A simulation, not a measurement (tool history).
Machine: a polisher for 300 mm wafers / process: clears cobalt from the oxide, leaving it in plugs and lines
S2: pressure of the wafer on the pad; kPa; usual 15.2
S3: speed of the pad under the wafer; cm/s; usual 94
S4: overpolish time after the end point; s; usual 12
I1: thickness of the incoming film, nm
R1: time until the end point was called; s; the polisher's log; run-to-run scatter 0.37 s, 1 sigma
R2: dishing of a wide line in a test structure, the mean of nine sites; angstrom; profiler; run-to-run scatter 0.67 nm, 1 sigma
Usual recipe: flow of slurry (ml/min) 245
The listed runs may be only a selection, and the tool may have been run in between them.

run 1 hour=0 | flow_of_slurry_(ml/min)=245 S2=15.2 S3=94 S4=7 | I1=192.1 | R1=46.5 R2=224
-- hour=36.1 worn pad replaced by a new one
run 2 hour=101.9 | flow_of_slurry_(ml/min)=245 S2=15.2 S3=94 S4=7 | I1=192.5 | R1=47 R2=233
run 3 hour=126.6 | flow_of_slurry_(ml/min)=245 S2=15.2 S3=94 S4=9 | I1=187.7 | R1=46.9 R2=267
run 4 hour=144.1 | flow_of_slurry_(ml/min)=245 S2=15.2 S3=94 S4=9 | I1=190 | R1=47.3 R2=267
-- hour=169.3 worn pad replaced by a new one
run 5 hour=169.8 | flow_of_slurry_(ml/min)=245 S2=15.2 S3=72 S4=12 | I1=192.8 | R1=62 R2=268
run 6 hour=193.8 | flow_of_slurry_(ml/min)=245 S2=15.2 S3=80 S4=12 | I1=189.7 | R1=55.9 R2=298
run 7 hour=219.1 | flow_of_slurry_(ml/min)=245 S2=15.2 S3=80 S4=12 | I1=186.4 | R1=54.9 R2=297
-- hour=220.2 slurry nozzle cleaned
-- hour=222.1 head pressure recalibrated
run 8 hour=246.2 | flow_of_slurry_(ml/min)=245 S2=15.2 S3=80 S4=12 | I1=189.9 | R1=52.3 R2=297
run 9 hour=260.8 | flow_of_slurry_(ml/min)=245 S2=15.2 S3=94 S4=12 | I1=188.8 | R1=45 R2=335
run 10 hour=289.5 | flow_of_slurry_(ml/min)=245 S2=15.2 S3=94 S4=12 | I1=186.8 | R1=44.8 R2=321
run 11 hour=306.6 | flow_of_slurry_(ml/min)=245 S2=15.2 S3=94 S4=12 | I1=190.2 | R1=45.5 R2=320
-- hour=317.2 worn pad replaced by a new one
run 12 hour=326.2 | flow_of_slurry_(ml/min)=245 S2=19.3 S3=94 S4=12 | I1=187.8 | R1=38.5 R2=353
run 13 hour=338.6 | flow_of_slurry_(ml/min)=245 S2=19.3 S3=94 S4=12 | I1=193.7 | R1=39.5 R2=351
run 14 hour=374.5 | flow_of_slurry_(ml/min)=245 S2=15.2 S3=94 S4=12 | I1=192.5 | R1=46.9 R2=329
run 15 hour=391.3 | flow_of_slurry_(ml/min)=245 S2=15.2 S3=94 S4=12 | I1=190 | R1=45.9 R2=312
run 16 hour=404.7 | flow_of_slurry_(ml/min)=245 S2=19.3 S3=122 S4=12 | I1=191 | R1=29.8 R2=400
run 17 hour=431.5 | flow_of_slurry_(ml/min)=325 S2=13.1 S3=94 S4=12 | I1=187.8 | R1=48.2 R2=312
-- hour=449.9 worn pad replaced by a new one
run 18 hour=465.4 | flow_of_slurry_(ml/min)=245 S2=15.2 S3=94 S4=12 | I1=189.6 | R1=46.7 R2=329

Expected results for the next run?
run 19 hour=498.6 | flow_of_slurry_(ml/min)=215 S2=20 S3=94 S4=12 | I1=192.2 | R1=? R2=?

R1: 39.4 s
R2: 340 angstrom
With no hidden state in the tool, this same run would have given R1 38.1 s, R2 345 angstrom.
